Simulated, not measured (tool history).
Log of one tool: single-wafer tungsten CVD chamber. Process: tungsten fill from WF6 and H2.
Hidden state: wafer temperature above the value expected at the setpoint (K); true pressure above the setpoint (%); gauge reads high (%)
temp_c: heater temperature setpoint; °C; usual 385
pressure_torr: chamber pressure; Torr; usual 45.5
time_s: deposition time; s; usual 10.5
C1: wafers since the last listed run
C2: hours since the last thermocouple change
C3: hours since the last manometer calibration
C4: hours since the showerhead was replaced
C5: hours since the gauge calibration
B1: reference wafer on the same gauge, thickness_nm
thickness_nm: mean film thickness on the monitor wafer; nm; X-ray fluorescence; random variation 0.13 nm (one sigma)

{"run": 1, "hour": 0.0, "temp_c": 391, "pressure_torr": 37.1, "time_s": 10.5, "C1": 0, "C2": 1411.1, "C3": 2467.5, "C4": 6724.9, "C5": 49.7, "B1": 31.402, "thickness_nm": 31.521}
{"run": 2, "hour": 29.1, "temp_c": 385, "pressure_torr": 45.5, "time_s": 10.5, "C1": 679, "C2": 1440.2, "C3": 2496.6, "C4": 6754.0, "C5": 78.8, "B1": 31.437, "thickness_nm": 31.141}
{"run": 3, "hour": 39.2, "temp_c": 385, "pressure_torr": 52.1, "time_s": 10.5, "C1": 236, "C2": 1450.3, "C3": 2506.7, "C4": 6764.1, "C5": 88.9, "B1": 31.381, "thickness_nm": 33.754}
{"run": 4, "hour": 47.1, "temp_c": 385, "pressure_torr": 52.1, "time_s": 10.5, "C1": 184, "C2": 1458.2, "C3": 2514.6, "C4": 6772.0, "C5": 96.8, "B1": 31.343, "thickness_nm": 33.637}
{"run": 5, "hour": 57.8, "temp_c": 385, "pressure_torr": 52.1, "time_s": 10.5, "C1": 250, "C2": 1468.9, "C3": 2525.3, "C4": 6782.7, "C5": 107.5, "B1": 31.355, "thickness_nm": 33.77}
{"hour": 75.2, "done": "capacitance manometer re-zeroed and calibrated"}
{"run": 6, "hour": 75.7, "temp_c": 385, "pressure_torr": 45.5, "time_s": 10.5, "C1": 231, "C2": 1486.8, "C3": 0.5, "C4": 6800.6, "C5": 125.4, "B1": 31.35, "thickness_nm": 31.579}
{"hour": 88.1, "done": "showerhead replaced"}
{"run": 7, "hour": 92.0, "temp_c": 385, "pressure_torr": 45.5, "time_s": 10.5, "C1": 193, "C2": 1503.1, "C3": 16.8, "C4": 3.9, "C5": 141.7, "B1": 31.431, "thickness_nm": 31.178}
{"run": 8, "hour": 98.8, "temp_c": 391, "pressure_torr": 45.5, "time_s": 10.5, "C1": 158, "C2": 1509.9, "C3": 23.6, "C4": 10.7, "C5": 148.5, "B1": 31.413, "thickness_nm": 35.718}
{"hour": 114.1, "done": "thermocouple changed; heater temperature recalibrated"}
{"run": 9, "hour": 115.8, "temp_c": 391, "pressure_torr": 45.5, "time_s": 10.5, "C1": 210, "C2": 1.7, "C3": 40.6, "C4": 27.7, "C5": 165.5, "B1": 31.392, "thickness_nm": 30.974}
{"run": 10, "hour": 123.2, "temp_c": 393, "pressure_torr": 42.3, "time_s": 9.8, "C1": 172, "C2": 9.1, "C3": 48.0, "C4": 35.1, "C5": 172.9, "B1": 31.375, "thickness_nm": 29.15}
{"run": 11, "hour": 137.0, "temp_c": 385, "pressure_torr": 45.5, "time_s": 10.5, "C1": 322, "C2": 22.9, "C3": 61.8, "C4": 48.9, "C5": 186.7, "B1": 31.43, "thickness_nm": 27.325}
{"run": 12, "hour": 154.4, "temp_c": 385, "pressure_torr": 37.6, "time_s": 10.5, "C1": 406, "C2": 40.3, "C3": 79.2, "C4": 66.3, "C5": 204.1, "B1": 31.406, "thickness_nm": 24.349}
{"run": 13, "hour": 165.0, "temp_c": 385, "pressure_torr": 45.5, "time_s": 11.1, "C1": 247, "C2": 50.9, "C3": 89.8, "C4": 76.9, "C5": 214.7, "B1": 31.39, "thickness_nm": 29.07}
{"run": 14, "hour": 175.6, "temp_c": 385, "pressure_torr": 37.7, "time_s": 10.0, "C1": 247, "C2": 61.5, "C3": 100.4, "C4": 87.5, "C5": 225.3, "B1": 31.393, "thickness_nm": 23.261}
{"run": 15, "hour": 182.3, "temp_c": 375, "pressure_torr": 53.2, "time_s": 10.5, "C1": 156, "C2": 68.2, "C3": 107.1, "C4": 94.2, "C5": 232.0, "B1": 31.413, "thickness_nm": 23.661}
{"hour": 189.4, "done": "gauge calibrated"}
{"run": 16, "hour": 200.0, "temp_c": 385, "pressure_torr": 45.5, "time_s": 11.3, "C1": 413, "C2": 85.9, "C3": 124.8, "C4": 111.9, "C5": 10.6, "B1": 31.382, "thickness_nm": 29.799}
{"run": 17, "hour": 212.5, "temp_c": 373, "pressure_torr": 50.9, "time_s": 12.2, "C1": 292, "C2": 98.4, "C3": 137.3, "C4": 124.4, "C5": 23.1, "B1": 31.449, "thickness_nm": 25.956}
{"run": 18, "hour": 218.7, "temp_c": 385, "pressure_torr": 51.2, "time_s": 9.1, "C1": 144, "C2": 104.6, "C3": 143.5, "C4": 130.6, "C5": 29.3, "B1": 31.422, "thickness_nm": 25.518}
{"run": 19, "hour": 242.2, "temp_c": 385, "pressure_torr": 45.5, "time_s": 10.5, "C1": 549, "C2": 128.1, "C3": 167.0, "C4": 154.1, "C5": 52.8, "B1": 31.414, "thickness_nm": 27.611}

The tool's hidden state at each run:
true pressure above the setpoint (%): 0 in every run
gauge reads high (%): 0 in every run
H1: wafer temperature above the value expected at the setpoint (K)
run=1 H1=6.73
run=2 H1=6.86
run=3 H1=6.9
run=4 H1=6.93
run=5 H1=6.98
run=6 H1=7.06
run=7 H1=7.13
run=8 H1=7.16
run=9 H1=0.697
run=10 H1=0.729
run=11 H1=0.789
run=12 H1=0.864
run=13 H1=0.91
run=14 H1=0.955
run=15 H1=0.984
run=16 H1=1.06
run=17 H1=1.11
run=18 H1=1.14
run=19 H1=1.24

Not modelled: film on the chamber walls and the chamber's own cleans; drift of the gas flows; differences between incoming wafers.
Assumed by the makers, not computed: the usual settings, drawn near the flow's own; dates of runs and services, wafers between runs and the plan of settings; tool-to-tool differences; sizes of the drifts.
